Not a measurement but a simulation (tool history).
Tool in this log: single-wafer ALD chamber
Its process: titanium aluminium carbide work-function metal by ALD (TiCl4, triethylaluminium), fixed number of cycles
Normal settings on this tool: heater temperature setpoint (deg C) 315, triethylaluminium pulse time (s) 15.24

run,hour,heater temperature setpoint (deg C),triethylaluminium pulse time (s),"read-back reference wafer on the same gauge, thickness_nm",mean film thickness on the monitor wafer (nm)
1,0,315,15.24,2.57,2.316
2,29.2,306,15.24,2.568,2.225
3,57.8,315,15.24,2.569,2.303
4,73.4,315,19.86,2.571,2.368
5,91.5,311,15.24,2.569,2.245
6,104.1,311,15.24,2.57,2.24
7,132.6,311,15.24,2.571,2.229
8,163.5,325,15.24,2.571,2.364
9,195.8,325,15.24,2.571,2.34
# hour 207.3: triethylaluminium bottle replaced
10,212.8,322,11.4,2.568,2.397
11,240.6,330,20.29,2.569,2.564
# hour 275.1: showerhead replaced
12,275.6,315,20.87,2.57,2.402
13,287.3,315,20.87,2.571,2.404
# hour 311.9: gauge calibrated
# hour 328.1: thermocouple changed; heater temperature recalibrated
14,328.6,304,10.97,2.572,2.2
15,342.9,311,20.7,2.57,2.358
16,360.4,311,15.24,2.57,2.342

For run 17, what comes out?
17,389.3,306,20.19,?,?

read-back reference wafer on the same gauge, thickness_nm: 2.57
mean film thickness on the monitor wafer (nm): 2.313
With no hidden state in the tool, this same run would have given mean film thickness on the monitor wafer (nm) 2.313.

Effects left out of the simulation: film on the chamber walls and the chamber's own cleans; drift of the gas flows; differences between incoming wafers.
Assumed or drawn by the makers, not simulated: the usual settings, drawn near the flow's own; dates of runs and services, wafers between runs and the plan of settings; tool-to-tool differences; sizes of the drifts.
